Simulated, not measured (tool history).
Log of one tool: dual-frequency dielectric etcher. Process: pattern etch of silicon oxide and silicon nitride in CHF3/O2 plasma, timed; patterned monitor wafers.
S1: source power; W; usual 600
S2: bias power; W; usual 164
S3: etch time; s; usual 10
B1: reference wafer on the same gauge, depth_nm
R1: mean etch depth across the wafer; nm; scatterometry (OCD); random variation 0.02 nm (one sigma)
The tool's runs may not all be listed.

run,hour,S1,S2,S3,B1,R1
1,0,600,164,10,12.41,13.29
2,14.4,600,164,10,12.4,13.23
3,41.6,600,164,10,12.4,13.22
4,61.8,600,164,10,12.41,13.26
5,91,600,164,10,12.4,13.19
6,116.9,600,164,10,12.4,13.18
7,136.2,600,183,10,12.4,13.73
8,170.9,600,183,10,12.41,13.68
# hour 219.5: wet clean of the chamber
9,220,600,183,10,12.4,14
10,239.3,600,164,8,12.4,10.81
11,251.7,650,164,9,12.39,12.46
12,277.1,650,164,9,12.4,12.47
# hour 313.3: bias power generator calibrated
# hour 329.5: upper electrode replaced
13,330,600,164,10,12.39,13.41
14,330.3,600,164,10,12.41,13.42
15,343.3,600,183,10,12.4,13.96
16,365.5,600,148,8,12.4,10.35
17,377.7,600,164,10,12.4,13.45
18,410.3,510,191,8.5,12.4,11.36
19,428.4,600,164,12.5,12.4,16.76
# hour 459.4: gauge calibrated
20,462.7,600,164,9,12.4,12.06
21,497.3,600,164,10,12.4,13.34
# hour 506.9: source power generator calibrated
22,529.7,470,192,10,12.39,12.99
23,583.6,700,164,12.5,12.39,17.58
24,596.7,600,164,10,12.4,13.32
25,628.6,690,164,10,12.4,13.98
26,652.1,690,191,10,12.39,14.71
27,683.6,640,164,10,12.4,13.56

Forecast each of these 5 alternatives for the next run:
A,684,600,164,10,?,?
B,684,710,164,10,?,?
C,684,600,164,8.5,?,?
D,684,660,164,10,?,?
E,684,550,183,13,?,?

run,B1,R1
A,12.4,13.25
B,12.4,14.05
C,12.4,11.26
D,12.4,13.69
E,12.4,17.4
Without the tool's hidden state the same runs would have given:
run,R1
A,13.46
B,14.26
C,11.44
D,13.91
E,17.67
